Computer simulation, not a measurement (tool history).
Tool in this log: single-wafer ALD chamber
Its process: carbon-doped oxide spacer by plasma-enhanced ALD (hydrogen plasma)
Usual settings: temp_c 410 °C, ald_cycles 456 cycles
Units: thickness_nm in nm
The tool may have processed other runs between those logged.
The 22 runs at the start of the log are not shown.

run     day  temp_c  ald_cycles  wafers since the last listed run  hours since the last thermocouple change  hours since the gauge calibration  read-back reference wafer on the same gauge, thickness_nm  thickness_nm
 23    12.6     410         385                                17                                     121.1                               90.1                                                     17.902        18.024
 24  12.942     416         407                                 8                                     129.3                               98.3                                                     17.909        18.631
 25  13.504     421         513                                13                                     142.8                              111.8                                                     17.916         23.21
 26  14.104     410         535                                14                                     157.2                              126.2                                                     17.925        25.209
 27  14.558     415         513                                10                                     168.1                              137.1                                                     17.922        23.588
 28  14.875     424         508                                 7                                     175.7                              144.7                                                     17.928        22.694
 29    15.2     410         420                                 7                                     183.5                              152.5                                                      17.93        19.681
 30  15.488     410         456                                 6                                     190.4                              159.4                                                      17.93        21.398

Consider 3 possible next runs. They are alternatives, not a sequence: every one starts from the tool as it was left by run 30. What does each give?
  A  15.533     410         456                                 1                                     191.5                              160.5                                                          ?             ?
  B  15.533     396         517                                 1                                     191.5                              160.5                                                          ?             ?
  C  15.533     415         376                                 1                                     191.5                              160.5                                                          ?             ?

run  read-back reference wafer on the same gauge, thickness_nm  thickness_nm
  A                                                     17.928        21.423
  B                                                     17.928         25.04
  C                                                     17.928        17.379
Stripped of hidden state, with their random variation kept, the same runs would have yielded:
run  thickness_nm
  A        21.263
  B        24.853
  C        17.249
